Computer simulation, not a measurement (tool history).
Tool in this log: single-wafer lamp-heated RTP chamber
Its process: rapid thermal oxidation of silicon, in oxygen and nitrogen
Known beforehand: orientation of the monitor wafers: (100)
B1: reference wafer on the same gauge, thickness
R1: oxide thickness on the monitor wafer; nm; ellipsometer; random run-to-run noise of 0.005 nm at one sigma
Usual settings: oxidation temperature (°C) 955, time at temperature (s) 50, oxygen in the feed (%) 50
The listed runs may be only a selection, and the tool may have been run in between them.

{"run": 1, "hour": 0.0, "oxidation temperature (°C)": 946, "time at temperature (s)": 50, "oxygen in the feed (%)": 50, "B1": 3.8, "R1": 3.25}
{"run": 2, "hour": 14.9, "oxidation temperature (°C)": 946, "time at temperature (s)": 50, "oxygen in the feed (%)": 50, "B1": 3.799, "R1": 3.261}
{"run": 3, "hour": 26.6, "oxidation temperature (°C)": 955, "time at temperature (s)": 50, "oxygen in the feed (%)": 50, "B1": 3.799, "R1": 3.436}
{"run": 4, "hour": 37.4, "oxidation temperature (°C)": 955, "time at temperature (s)": 50, "oxygen in the feed (%)": 50, "B1": 3.801, "R1": 3.43}
{"run": 5, "hour": 47.7, "oxidation temperature (°C)": 955, "time at temperature (s)": 50, "oxygen in the feed (%)": 50, "B1": 3.798, "R1": 3.434}
{"run": 6, "hour": 57.3, "oxidation temperature (°C)": 955, "time at temperature (s)": 50, "oxygen in the feed (%)": 50, "B1": 3.801, "R1": 3.437}
{"run": 7, "hour": 72.1, "oxidation temperature (°C)": 955, "time at temperature (s)": 50, "oxygen in the feed (%)": 50, "B1": 3.8, "R1": 3.449}
{"run": 8, "hour": 78.7, "oxidation temperature (°C)": 984, "time at temperature (s)": 72, "oxygen in the feed (%)": 67, "B1": 3.801, "R1": 5.306}
{"run": 9, "hour": 88.4, "oxidation temperature (°C)": 955, "time at temperature (s)": 50, "oxygen in the feed (%)": 50, "B1": 3.801, "R1": 3.452}
{"run": 10, "hour": 105.3, "oxidation temperature (°C)": 955, "time at temperature (s)": 50, "oxygen in the feed (%)": 50, "B1": 3.8, "R1": 3.319}
{"run": 11, "hour": 112.1, "oxidation temperature (°C)": 955, "time at temperature (s)": 50, "oxygen in the feed (%)": 41, "B1": 3.802, "R1": 3.175}
{"run": 12, "hour": 118.2, "oxidation temperature (°C)": 955, "time at temperature (s)": 50, "oxygen in the feed (%)": 65, "B1": 3.801, "R1": 3.551}
{"run": 13, "hour": 135.3, "oxidation temperature (°C)": 966, "time at temperature (s)": 60, "oxygen in the feed (%)": 40, "B1": 3.801, "R1": 3.57}
{"run": 14, "hour": 157.6, "oxidation temperature (°C)": 968, "time at temperature (s)": 40, "oxygen in the feed (%)": 21, "B1": 3.8, "R1": 2.778}
{"run": 15, "hour": 173.6, "oxidation temperature (°C)": 946, "time at temperature (s)": 50, "oxygen in the feed (%)": 50, "B1": 3.8, "R1": 3.183}

Put back what was entered between runs (3 entries, withheld): which listed runs does each sit between, and how does the hidden state differ from the listed run before to the listed run after?
After run 6, before run 7: oxygen flow controller replaced (hour 71.6)
  true wafer temperature minus pyrometer reading, K: 6.62 -> 6.88
  measured minus no-state result, R1: +0.128 -> +0.133 nm
After run 9, before run 10: pyrometer window cleaned and pyrometer calibrated (hour 100.6)
  true wafer temperature minus pyrometer reading, K: 7.16 -> 0.434
  measured minus no-state result, R1: +0.139 -> +0.009 nm
After run 11, before run 12: gauge calibrated (hour 114.4)
  true wafer temperature minus pyrometer reading, K: 0.55 -> 0.655
  measured minus no-state result, R1: +0.009 -> +0.015 nm
